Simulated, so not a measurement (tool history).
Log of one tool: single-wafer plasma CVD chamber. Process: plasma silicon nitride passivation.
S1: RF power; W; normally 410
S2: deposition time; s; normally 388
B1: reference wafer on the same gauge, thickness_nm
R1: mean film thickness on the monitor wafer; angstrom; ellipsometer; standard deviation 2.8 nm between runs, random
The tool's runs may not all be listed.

run    hour   S1   S2       B1       R1
  1       0  410  411  477.561  5680.47
  2    65.1  410  411  478.361  5679.95
  3     171  455  388  477.477  5524.31
  4     239  455  388  477.201  5550.97
      253.1  -- gauge calibrated
  5   289.5  455  388  478.361  5570.98
  6   334.5  380  388  477.816  5246.94
  7     406  380  388  478.287  5186.42
  8   457.9  410  388  478.311   5340.5
  9   518.9  410  388  476.587  5293.43
 10   560.8  410  388  478.407  5325.73
 11   608.9  410  355  477.844  4874.11
 12   655.6  410  355  476.889  4836.03
 13   684.2  410  355  478.512  4853.62
 14     752  410  388  477.796  5290.45
      782.9  -- RF generator calibrated
 15   818.9  410  388  478.083  5461.22
 16   890.5  410  388  478.516  5420.77
 17   944.5  410  388  478.037  5355.72
 18  1015.1  410  372  478.076  5180.94
 19  1067.7  410  372   478.39   5173.4
 20  1131.1  410  372  478.584  5122.77
     1167.1  -- showerhead replaced
 21  1194.9  410  353    478.4  4946.02
 22  1244.4  410  353   477.25   4867.5
 23  1303.6  450  419  477.872  5933.39
 24  1346.2  410  388  477.816  5337.94
 25  1438.5  390  352  478.541   4806.3
 26  1496.6  365  388  477.704  5205.31
 27  1536.4  410  388  478.215  5352.01

Predict the results of run 28:
     1563.5  -- gauge calibrated
 28  1591.3  385  409   ?   ?

B1: 477.058
R1: 5526.49 angstrom
On a tool with no hidden condition, and with the same random variation, this run would have come out at R1 5629.88 angstrom.
